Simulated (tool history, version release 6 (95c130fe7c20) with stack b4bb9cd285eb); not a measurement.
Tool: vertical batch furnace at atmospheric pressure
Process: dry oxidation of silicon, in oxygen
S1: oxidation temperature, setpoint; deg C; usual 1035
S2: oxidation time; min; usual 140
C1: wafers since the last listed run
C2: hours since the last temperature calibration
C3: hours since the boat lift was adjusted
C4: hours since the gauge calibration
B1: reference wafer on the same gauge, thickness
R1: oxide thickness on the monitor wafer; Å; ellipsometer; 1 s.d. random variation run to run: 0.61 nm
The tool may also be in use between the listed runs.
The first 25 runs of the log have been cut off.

{"hour": 553.7, "done": "gauge calibrated"}
{"run": 26, "hour": 568.5, "S1": 1035, "S2": 189, "C1": 218, "C2": 273.1, "C3": 37.9, "C4": 14.8, "B1": 137.97, "R1": 1574.1}
{"run": 27, "hour": 593.5, "S1": 1058, "S2": 140, "C1": 171, "C2": 298.1, "C3": 62.9, "C4": 39.8, "B1": 138.38, "R1": 1552.4}
{"run": 28, "hour": 618.7, "S1": 1011, "S2": 140, "C1": 173, "C2": 323.3, "C3": 88.1, "C4": 65, "B1": 138.19, "R1": 1052.2}
{"run": 29, "hour": 645.0, "S1": 1028, "S2": 89, "C1": 180, "C2": 349.6, "C3": 114.4, "C4": 91.3, "B1": 138.46, "R1": 914.2}
{"run": 30, "hour": 663.8, "S1": 1050, "S2": 160.5, "C1": 129, "C2": 368.4, "C3": 133.2, "C4": 110.1, "B1": 138.48, "R1": 1598.3}
{"run": 31, "hour": 676.9, "S1": 1059, "S2": 92.5, "C1": 90, "C2": 381.5, "C3": 146.3, "C4": 123.2, "B1": 138.68, "R1": 1207.7}
{"run": 32, "hour": 690.9, "S1": 1059, "S2": 140, "C1": 96, "C2": 395.5, "C3": 160.3, "C4": 137.2, "B1": 138.35, "R1": 1555.4}
{"run": 33, "hour": 712.3, "S1": 1035, "S2": 140, "C1": 147, "C2": 416.9, "C3": 181.7, "C4": 158.6, "B1": 138.81, "R1": 1295.9}
{"run": 34, "hour": 735.3, "S1": 1035, "S2": 163, "C1": 158, "C2": 439.9, "C3": 204.7, "C4": 181.6, "B1": 139.16, "R1": 1429}

Each row is a separate what-if for the run after 34, all from the same tool condition, not one after another. Results?
{"run": "A", "hour": 741.7, "S1": 1035, "S2": 74.5, "C1": 44, "C2": 446.3, "C3": 211.1, "C4": 188, "B1": "?", "R1": "?"}
{"run": "B", "hour": 741.7, "S1": 1047, "S2": 202, "C1": 44, "C2": 446.3, "C3": 211.1, "C4": 188, "B1": "?", "R1": "?"}
{"run": "C", "hour": 741.7, "S1": 1035, "S2": 113.5, "C1": 44, "C2": 446.3, "C3": 211.1, "C4": 188, "B1": "?", "R1": "?"}
{"run": "D", "hour": 741.7, "S1": 1057, "S2": 197, "C1": 44, "C2": 446.3, "C3": 211.1, "C4": 188, "B1": "?", "R1": "?"}
{"run": "E", "hour": 741.7, "S1": 1043, "S2": 164, "C1": 44, "C2": 446.3, "C3": 211.1, "C4": 188, "B1": "?", "R1": "?"}

run=A B1=139.11 R1=863.3
run=B B1=139.11 R1=1805
run=C B1=139.11 R1=1132.1
run=D B1=139.11 R1=1912.3
run=E B1=139.11 R1=1532.2
Without the tool's hidden state the same runs would have given:
run=A R1=857.1
run=B R1=1792.2
run=C R1=1124.1
run=D R1=1898.7
run=E R1=1521.3
